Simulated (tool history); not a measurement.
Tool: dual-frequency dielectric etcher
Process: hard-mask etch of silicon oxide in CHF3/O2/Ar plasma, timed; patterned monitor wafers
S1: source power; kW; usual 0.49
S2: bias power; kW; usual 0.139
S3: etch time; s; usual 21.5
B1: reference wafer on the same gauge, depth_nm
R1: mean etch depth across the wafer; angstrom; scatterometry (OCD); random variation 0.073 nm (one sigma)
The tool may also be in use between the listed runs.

run   hour    S1     S2    S3     B1     R1
  1      0  0.49  0.139  21.5  36.17  325.9
  2   16.3  0.49  0.139  21.5  36.16  326.5
  3   23.9  0.49  0.139  21.5  36.15  326.3
  4   40.8  0.49  0.139  21.5  36.21  325.6
  5   56.6  0.49  0.139  21.5  36.19  325.4
  6   74.2  0.49  0.139  21.5  36.22  322.9
  7   80.4  0.49  0.139  25.5  36.22  383.6
  8   95.7  0.49  0.139  25.5  36.24  384.1
  9  107.3  0.49  0.139  21.5  36.21  323.2
 10  120.1  0.49  0.139  21.5  36.23  323.3
 11  130.5  0.58  0.139    25   36.2  412.2
 12  137.8  0.58  0.139    25  36.22  410.5
 13  147.4  0.58  0.139    25  36.19  410.2
 14  162.4   0.4  0.168    16  36.21    220
     170.1  -- source power generator calibrated
 15  171.2   0.4  0.168    16  36.23    220
 16    184  0.44  0.171  21.5  36.21  313.4
 17    200   0.4  0.168    16  36.18  220.2
 18  217.4  0.45  0.162  16.5  36.23  240.7
 19  225.7  0.52  0.151    20  36.21  312.5
       232  -- gauge calibrated
     240.8  -- bias power generator calibrated
     251.7  -- upper electrode replaced
     253.3  -- wet clean of the chamber
 20  253.8  0.49  0.163  21.5  36.17  341.8
 21  254.1  0.56  0.139  21.5  36.18  357.4
 22  259.7  0.49   0.16    26  36.23  412.1
 23  277.4  0.49  0.127    28  36.22  425.1
 24  288.6  0.49  0.139  21.5  36.24  332.1
 25    295  0.49  0.139  21.5  36.19  329.4
 26  310.3  0.49  0.139  21.5   36.2  330.8
 27  325.1  0.54  0.123    24   36.2  381.9

Measured less the same run without the tool's hidden state. The same run-to-run variation is in both; the gauge's scatter may not be:
The hidden state here: etch rate over this chamber's usual, %; source power that arrives over what is set, %; bias power that arrives over what is set, %; gauge reads high (%).
run     R1
  1   -5.7
  2   -6.1
  3   -6.3
  4   -6.7
  5   -7.2
  6   -7.6
  7   -9.2
  8   -9.7
  9   -8.5
 10   -8.9
 11  -11.7
 12  -11.8
 13  -12.2
 14   -6.8
 15     -7
 16  -10.3
 17   -7.6
 18   -8.6
 19  -11.4
 20   +0.2
 21   +0.1
 22   -0.1
 23   -0.6
 24   -0.8
 25     -1
 26   -1.4
 27   -2.1
